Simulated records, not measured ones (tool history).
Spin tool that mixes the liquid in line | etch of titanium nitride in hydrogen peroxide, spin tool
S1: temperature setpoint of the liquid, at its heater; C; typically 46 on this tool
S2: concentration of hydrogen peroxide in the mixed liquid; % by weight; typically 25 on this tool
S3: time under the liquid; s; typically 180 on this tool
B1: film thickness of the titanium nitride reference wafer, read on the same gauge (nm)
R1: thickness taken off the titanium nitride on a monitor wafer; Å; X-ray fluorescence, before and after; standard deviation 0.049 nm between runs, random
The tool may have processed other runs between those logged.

run 1 hour=0 | S1=46 S2=23.5 S3=180 | B1=30.02 | R1=106.8
run 2 hour=15.7 | S1=46 S2=23.5 S3=180 | B1=30 | R1=106
run 3 hour=29.5 | S1=46 S2=22.5 S3=250 | B1=29.98 | R1=147.3
run 4 hour=46.6 | S1=49.5 S2=25 S3=115 | B1=30.01 | R1=89.2
run 5 hour=64.6 | S1=46 S2=25 S3=110 | B1=29.96 | R1=66
run 6 hour=72.2 | S1=46 S2=25 S3=180 | B1=30.02 | R1=107.7
run 7 hour=89.6 | S1=39.5 S2=27 S3=180 | B1=30 | R1=66.9
run 8 hour=106.5 | S1=38.5 S2=25 S3=180 | B1=29.95 | R1=60.9
run 9 hour=122.5 | S1=43 S2=21.5 S3=250 | B1=30.01 | R1=115.2
run 10 hour=140.2 | S1=40 S2=25 S3=85 | B1=29.98 | R1=32.2
run 11 hour=155.1 | S1=46 S2=30 S3=180 | B1=30.03 | R1=112.4
run 12 hour=168.8 | S1=50 S2=20.5 S3=70 | B1=30 | R1=53.7
run 13 hour=175.9 | S1=38.5 S2=18 S3=180 | B1=29.99 | R1=56.4
run 14 hour=192.4 | S1=46 S2=25 S3=180 | B1=30.01 | R1=106.9
run 15 hour=205.5 | S1=37.5 S2=25 S3=180 | B1=30.04 | R1=56.8
run 16 hour=244.1 | S1=46 S2=25 S3=75 | B1=29.99 | R1=45.3
run 17 hour=255.5 | S1=40 S2=29.5 S3=255 | B1=29.99 | R1=101.6
run 18 hour=270.2 | S1=54.5 S2=28 S3=225 | B1=30.01 | R1=258
run 19 hour=282.6 | S1=51.5 S2=25 S3=180 | B1=30 | R1=162.9
run 20 hour=295.1 | S1=49.5 S2=28 S3=180 | B1=30.03 | R1=143.6
run 21 hour=311.3 | S1=46 S2=25 S3=180 | B1=30.02 | R1=109.3
run 22 hour=322.9 | S1=46 S2=25 S3=180 | B1=30 | R1=108.3
run 23 hour=337.9 | S1=50.5 S2=30 S3=80 | B1=29.98 | R1=69.6
run 24 hour=353.6 | S1=37 S2=20.5 S3=180 | B1=30.01 | R1=52.9

Between the runs listed above, the log contained 4 entries, not reproduced here. Where in the sequence does each belong, and how does what the log doesn't record of the tool's condition differ from the listed run before to the listed run after?
Logged between run 12 and run 13: thermometer replaced (hour 171.1)
  peroxide weaker than its label (%): 7.77 -> 7.92
  the result without the hidden state subtracted from the measured one, R1: -0.9 -> -1 Å
Logged between run 14 and run 15: new drum of peroxide connected (hour 198.6)
  peroxide weaker than its label (%): 8.27 -> 0.462
  the result without the hidden state subtracted from the measured one, R1: -2.1 -> -0.1 Å
Logged between run 15 and run 16: peroxide flow meter replaced (hour 209.9); gauge calibrated (hour 217.4)
  peroxide weaker than its label (%): 0.462 -> 1.27
  the result without the hidden state subtracted from the measured one, R1: -0.1 -> -0.1 Å
